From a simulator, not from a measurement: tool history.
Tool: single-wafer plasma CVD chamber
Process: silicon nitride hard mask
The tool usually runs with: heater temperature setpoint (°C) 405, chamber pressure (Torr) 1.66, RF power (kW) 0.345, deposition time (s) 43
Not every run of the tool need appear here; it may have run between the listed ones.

run,day,heater temperature setpoint (°C),chamber pressure (Torr),RF power (kW),deposition time (s),wafers since the last listed run,hours since the last thermocouple change,hours since the last RF generator calibration,hours since the last manometer calibration,hours since the showerhead was replaced,hours since the gauge calibration,"read-back reference wafer on the same gauge, thickness_nm",mean film thickness on the monitor wafer (Å)
1,0,405,1.66,0.345,43,0,1822.4,1861.1,2117,6595.5,183.7,43.915,539.01
2,1.208,405,1.66,0.345,43,506,1851.4,1890.1,2146,6624.5,212.7,43.82,537.52
3,2.942,405,1.66,0.345,43,727,1893,1931.7,2187.6,6666.1,254.3,43.763,536.18
4,4.908,405,1.66,0.345,43,824,1940.2,1978.9,2234.8,6713.3,301.5,43.689,536.5
5,6.621,405,1.66,0.345,43,718,1981.3,2020,2275.9,6754.4,342.6,43.606,534.76
6,9.242,409,1.66,0.345,48.3,1099,2044.2,2082.9,2338.8,6817.3,405.5,43.49,597.66
7,11.667,395,1.66,0.345,43,1017,2102.4,2141.1,2397,6875.5,463.7,43.373,536.16
8,13.062,395,1.66,0.345,43,585,2135.9,2174.6,2430.5,6909,497.2,43.358,532.09
# day 15.358: gauge calibrated
9,15.688,405,1.66,0.345,43,1101,2198.9,2237.6,2493.5,6972,7.9,44.178,541.23
# day 16.408: capacitance manometer re-zeroed and calibrated
# day 16.992: thermocouple changed; heater temperature recalibrated
10,17.608,405,1.98,0.31,50,526,14.8,2283.7,28.8,7018.1,54,44.087,619.87
11,19.321,405,1.27,0.395,46.8,718,55.9,2324.8,69.9,7059.2,95.1,44.083,585.16
# day 20.471: showerhead replaced
12,20.796,405,1.66,0.345,43,478,91.3,2360.2,105.3,7.8,130.5,43.905,539.57
13,22.75,391,1.66,0.38,48.1,819,138.2,2407.1,152.2,54.7,177.4,43.896,635.28
# day 23.608: RF generator calibrated
14,24.312,405,1.66,0.31,45.7,515,175.7,16.9,189.7,92.2,214.9,43.804,541.09
15,26.833,405,1.29,0.345,47.8,1057,236.2,77.4,250.2,152.7,275.4,43.678,555.59
16,28.6,405,1.66,0.345,43,741,278.6,119.8,292.6,195.1,317.8,43.634,534.09
17,30.562,405,1.66,0.345,43,823,325.7,166.9,339.7,242.2,364.9,43.572,535.41
18,31.962,405,1.25,0.345,43,587,359.3,200.5,373.3,275.8,398.5,43.439,490.53

Across each entry between runs, compare the hidden state at the last listed run before it with the hidden state at the first listed run after it:
Logged between run 8 and run 9: gauge calibrated (day 15.358)
  gauge reads high (%): -1.95 -> -0.0385
  difference, measured minus the result without the unlogged condition, mean film thickness on the monitor wafer (Å): -10.57 -> -0.2
Logged between run 9 and run 10: capacitance manometer re-zeroed and calibrated (day 16.408); thermocouple changed; heater temperature recalibrated (day 16.992)
  gauge reads high (%): -0.0385 -> -0.223
  difference, measured minus the result without the unlogged condition, mean film thickness on the monitor wafer (Å): -0.2 -> -1.38
Logged between run 11 and run 12: showerhead replaced (day 20.471)
  gauge reads high (%): -0.387 -> -0.529
  difference, measured minus the result without the unlogged condition, mean film thickness on the monitor wafer (Å): -2.28 -> -2.87
Logged between run 13 and run 14: RF generator calibrated (day 23.608)
  gauge reads high (%): -0.716 -> -0.866
  difference, measured minus the result without the unlogged condition, mean film thickness on the monitor wafer (Å): -4.58 -> -4.73

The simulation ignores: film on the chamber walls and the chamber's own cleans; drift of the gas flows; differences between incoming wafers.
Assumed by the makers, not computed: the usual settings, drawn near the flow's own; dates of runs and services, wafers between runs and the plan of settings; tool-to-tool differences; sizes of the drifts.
